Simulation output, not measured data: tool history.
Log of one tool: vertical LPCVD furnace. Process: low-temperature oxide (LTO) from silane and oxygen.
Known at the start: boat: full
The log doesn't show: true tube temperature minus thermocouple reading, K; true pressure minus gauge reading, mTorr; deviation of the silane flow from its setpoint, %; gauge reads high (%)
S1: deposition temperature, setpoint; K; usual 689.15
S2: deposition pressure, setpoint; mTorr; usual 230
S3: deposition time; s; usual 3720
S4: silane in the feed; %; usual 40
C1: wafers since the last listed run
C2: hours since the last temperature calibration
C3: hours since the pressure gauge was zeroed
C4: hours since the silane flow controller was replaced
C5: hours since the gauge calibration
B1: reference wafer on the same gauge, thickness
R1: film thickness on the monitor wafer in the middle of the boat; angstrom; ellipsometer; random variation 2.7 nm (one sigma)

run	hour	S1	S2	S3	S4	C1	C2	C3	C4	C5	B1	R1
1	0.0	689.15	230	3720	40	0	1930.6	1632.1	2295.9	884.9	697.92	6584.6
2	67.4	689.15	230	3720	40	938	1998.0	1699.5	2363.3	952.3	696.83	6548.5
3	131.2	689.15	230	3720	40	888	2061.8	1763.3	2427.1	1016.1	696.21	6547.2
4	180.1	689.15	230	3720	40	681	2110.7	1812.2	2476.0	1065.0	696.99	6620.6
5	236.0	689.15	230	3720	40	778	2166.6	1868.1	2531.9	1120.9	696.54	6572.2
6	269.8	689.15	230	3720	40	470	2200.4	1901.9	2565.7	1154.7	697.04	6534.4
# hour 310.9: silane flow controller replaced
# hour 328.3: thermocouples replaced and temperature profile calibrated
7	332.9	689.15	230	3720	40	302	4.6	1965.0	22.0	1217.8	696.41	6997.7
8	385.9	689.15	230	3720	40	738	57.6	2018.0	75.0	1270.8	697.14	6984.8
# hour 417.2: gauge calibrated
9	442.5	689.15	230	3720	40	788	114.2	2074.6	131.6	25.3	696.39	6953.9
10	498.7	689.15	230	3720	40	782	170.4	2130.8	187.8	81.5	697.38	7055.1
11	540.3	689.15	230	3720	40	579	212.0	2172.4	229.4	123.1	697.19	6982.8
12	566.8	689.15	210	2520	40	369	238.5	2198.9	255.9	149.6	696.50	4337.0
13	627.1	689.15	230	3720	40	840	298.8	2259.2	316.2	209.9	697.99	6985.4
14	697.0	689.15	230	3720	40	973	368.7	2329.1	386.1	279.8	696.01	6935.0
15	728.0	682.15	230	3090	40	431	399.7	2360.1	417.1	310.8	697.45	5398.5
# hour 755.3: pressure gauge zeroed
16	760.0	689.15	230	3720	40	111	431.7	4.7	449.1	342.8	697.34	6971.1
17	831.0	682.15	230	3720	47	989	502.7	75.7	520.1	413.8	697.24	7668.2
18	856.0	697.15	230	3030	40	348	527.7	100.7	545.1	438.8	697.50	6142.8
19	881.9	689.15	230	2610	47	360	553.6	126.6	571.0	464.7	696.86	5764.2
20	930.0	698.15	230	4230	40	670	601.7	174.7	619.1	512.8	697.17	8672.0
21	967.8	695.15	180	4290	36	526	639.5	212.5	656.9	550.6	696.63	5852.5
22	1016.4	693.15	230	3720	47	677	688.1	261.1	705.5	599.2	697.75	8523.3

Forecast each of these 4 alternatives for the next run:
A	1021.3	689.15	260	3720	40	68	693.0	266.0	710.4	604.1	?	?
B	1021.3	696.15	185	3720	45	68	693.0	266.0	710.4	604.1	?	?
C	1021.3	689.15	230	4260	40	68	693.0	266.0	710.4	604.1	?	?
D	1021.3	697.15	230	3720	45	68	693.0	266.0	710.4	604.1	?	?

run	B1	R1
A	697.59	7854.6
B	697.59	6782.3
C	697.59	7956.9
D	697.59	8514.0
Without the tool's hidden state the same runs would have given:
run	R1
A	7877.1
B	6797.0
C	7979.7
D	8532.4

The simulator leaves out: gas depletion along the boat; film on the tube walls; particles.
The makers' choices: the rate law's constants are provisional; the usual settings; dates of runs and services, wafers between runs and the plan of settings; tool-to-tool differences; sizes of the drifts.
